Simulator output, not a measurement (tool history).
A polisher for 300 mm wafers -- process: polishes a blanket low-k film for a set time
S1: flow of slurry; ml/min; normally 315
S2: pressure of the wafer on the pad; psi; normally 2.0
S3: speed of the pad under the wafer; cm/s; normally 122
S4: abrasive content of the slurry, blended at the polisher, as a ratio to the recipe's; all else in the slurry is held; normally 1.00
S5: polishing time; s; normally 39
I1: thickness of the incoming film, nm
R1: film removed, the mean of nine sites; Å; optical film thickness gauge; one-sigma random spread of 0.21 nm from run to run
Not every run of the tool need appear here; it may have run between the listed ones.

run   hour   S1   S2   S3    S4  S5     I1   R1
  1    0.0  315  2.0  122  1.00  39  726.7  151
  2   23.8  315  2.0  122  1.00  39  735.7  150
      28.0  -- slurry nozzle cleaned
  3   53.3  315  2.0  134  1.00  39  734.3  161
  4   66.5  315  2.0  122  1.00  26  731.7  102
  5   90.2  405  2.0  122  1.00  39  746.6  151
  6  108.1  315  2.0  122  1.00  28  737.4  108
     117.4  -- conditioning disc replaced and pad reconditioned
  7  131.6  315  2.0  122  1.00  39  749.0  146
  8  163.6  235  1.4  122  0.90  27  739.2   63
  9  198.0  315  2.0   98  1.00  29  746.3   98
 10  217.5  315  2.0  122  1.00  39  733.3  146
     239.6  -- slurry blender recalibrated
     241.4  -- worn pad replaced by a new one
 11  252.2  345  2.0  122  1.00  39  747.0  164
 12  285.0  315  2.0  122  1.00  39  739.9  162
 13  301.8  315  1.5   84  0.85  43  748.6   95
 14  324.2  410  1.6   82  0.70  39  742.6   74
 15  342.8  315  2.0  140  1.00  47  741.0  210
 16  356.1  405  2.7  134  1.00  39  746.7  230
 17  376.1  315  2.0  122  1.00  39  755.1  162
     383.3  -- slurry nozzle cleaned
 18  425.0  315  1.5  136  1.30  47  738.9  178
     485.7  -- conditioning disc replaced and pad reconditioned
 19  497.3  315  1.7  122  1.00  34  728.7  117
     505.8  -- worn pad replaced by a new one
 20  528.8  315  2.0   98  1.00  39  744.8  143
 21  541.2  315  1.8  122  1.00  49  741.5  177
 22  555.9  315  2.0  102  0.85  39  742.9  121
 23  576.7  315  2.0  122  1.00  39  744.3  153
 24  591.7  370  2.0  102  0.70  39  745.2   93
 25  611.0  315  2.0  122  1.00  39  737.2  149
 26  640.0  270  2.0  122  0.80  48  745.4  150
 27  653.8  315  2.0  110  1.00  39  738.1  146

Predict each of these 3 candidate next runs independently; none follows another, all start after run 27:
  A  654.2  315  1.4  122  1.00  39  741.4   ?
  B  654.2  265  2.7  102  1.00  35  741.4   ?
  C  654.2  315  2.3   86  1.15  50  741.4   ?

run   R1
  A  105
  B  165
  C  210
What these runs would have given with no unlogged condition in the tool:
run   R1
  A  114
  B  179
  C  225
